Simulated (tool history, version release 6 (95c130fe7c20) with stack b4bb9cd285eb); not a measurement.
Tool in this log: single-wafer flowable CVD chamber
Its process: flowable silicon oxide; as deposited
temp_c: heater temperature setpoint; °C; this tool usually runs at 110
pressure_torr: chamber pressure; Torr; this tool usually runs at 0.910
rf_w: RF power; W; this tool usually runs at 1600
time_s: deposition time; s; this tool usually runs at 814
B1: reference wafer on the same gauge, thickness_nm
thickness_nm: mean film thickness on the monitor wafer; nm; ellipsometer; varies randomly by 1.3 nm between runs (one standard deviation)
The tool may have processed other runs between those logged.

run 1 hour=0.0 | temp_c=110 pressure_torr=0.910 rf_w=1600 time_s=814 | B1=378.968 | thickness_nm=361.054
run 2 hour=29.5 | temp_c=110 pressure_torr=0.910 rf_w=1600 time_s=814 | B1=378.864 | thickness_nm=361.755
run 3 hour=45.6 | temp_c=110 pressure_torr=0.910 rf_w=1600 time_s=901 | B1=379.166 | thickness_nm=400.916
run 4 hour=74.1 | temp_c=119 pressure_torr=0.910 rf_w=1600 time_s=696 | B1=379.097 | thickness_nm=224.072
run 5 hour=90.6 | temp_c=110 pressure_torr=0.910 rf_w=1600 time_s=814 | B1=378.976 | thickness_nm=360.571
run 6 hour=126.5 | temp_c=120 pressure_torr=0.910 rf_w=1690 time_s=763 | B1=379.065 | thickness_nm=243.012
run 7 hour=158.8 | temp_c=110 pressure_torr=0.972 rf_w=1600 time_s=858 | B1=378.659 | thickness_nm=406.954
run 8 hour=171.0 | temp_c=110 pressure_torr=0.910 rf_w=1600 time_s=814 | B1=378.809 | thickness_nm=363.428
run 9 hour=205.7 | temp_c=103 pressure_torr=0.910 rf_w=1710 time_s=814 | B1=378.355 | thickness_nm=475.684
run 10 hour=220.0 | temp_c=99 pressure_torr=0.910 rf_w=1770 time_s=749 | B1=378.989 | thickness_nm=514.408
run 11 hour=251.4 | temp_c=110 pressure_torr=0.910 rf_w=1600 time_s=941 | B1=379.694 | thickness_nm=417.565
run 12 hour=268.6 | temp_c=110 pressure_torr=0.910 rf_w=1600 time_s=814 | B1=379.067 | thickness_nm=358.471
run 13 hour=297.8 | temp_c=110 pressure_torr=1.110 rf_w=1600 time_s=904 | B1=378.628 | thickness_nm=488.587
run 14 hour=304.9 | temp_c=110 pressure_torr=0.910 rf_w=1600 time_s=814 | B1=378.900 | thickness_nm=360.096
run 15 hour=326.6 | temp_c=110 pressure_torr=0.910 rf_w=1685 time_s=814 | B1=379.486 | thickness_nm=364.542
run 16 hour=353.7 | temp_c=110 pressure_torr=0.910 rf_w=1600 time_s=814 | B1=379.081 | thickness_nm=359.733
run 17 hour=372.7 | temp_c=97 pressure_torr=1.066 rf_w=1810 time_s=736 | B1=379.423 | thickness_nm=643.797
run 18 hour=401.0 | temp_c=105 pressure_torr=0.715 rf_w=1600 time_s=720 | B1=379.312 | thickness_nm=298.921
run 19 hour=433.7 | temp_c=110 pressure_torr=0.910 rf_w=1600 time_s=814 | B1=378.746 | thickness_nm=362.151
run 20 hour=459.8 | temp_c=116 pressure_torr=0.910 rf_w=1720 time_s=752 | B1=378.773 | thickness_nm=275.146
run 21 hour=496.0 | temp_c=121 pressure_torr=0.749 rf_w=1460 time_s=954 | B1=378.856 | thickness_nm=233.557
run 22 hour=529.1 | temp_c=110 pressure_torr=0.743 rf_w=1600 time_s=814 | B1=379.075 | thickness_nm=294.285
run 23 hour=561.4 | temp_c=110 pressure_torr=0.972 rf_w=1600 time_s=858 | B1=378.595 | thickness_nm=406.732
run 24 hour=585.1 | temp_c=110 pressure_torr=1.046 rf_w=1425 time_s=814 | B1=379.021 | thickness_nm=408.129
run 25 hour=612.1 | temp_c=124 pressure_torr=0.838 rf_w=1600 time_s=865 | B1=378.685 | thickness_nm=221.238
run 26 hour=626.4 | temp_c=110 pressure_torr=0.910 rf_w=1600 time_s=814 | B1=378.690 | thickness_nm=359.924
run 27 hour=650.5 | temp_c=110 pressure_torr=1.040 rf_w=1600 time_s=772 | B1=378.911 | thickness_nm=391.943

Missing from the log above: 3 entries noted between runs. For each, name the pair of listed runs it sits between and say how the tool's hidden condition differs from the listed run just before to the listed run just after:
Run 8 -> run 9: capacitance manometer re-zeroed and calibrated (hour 205.2)
  the hidden state is the same at both runs
Run 12 -> run 13: showerhead replaced (hour 297.3)
  the hidden state is the same at both runs
Run 14 -> run 15: gauge calibrated (hour 308.0)
  the hidden state is the same at both runs
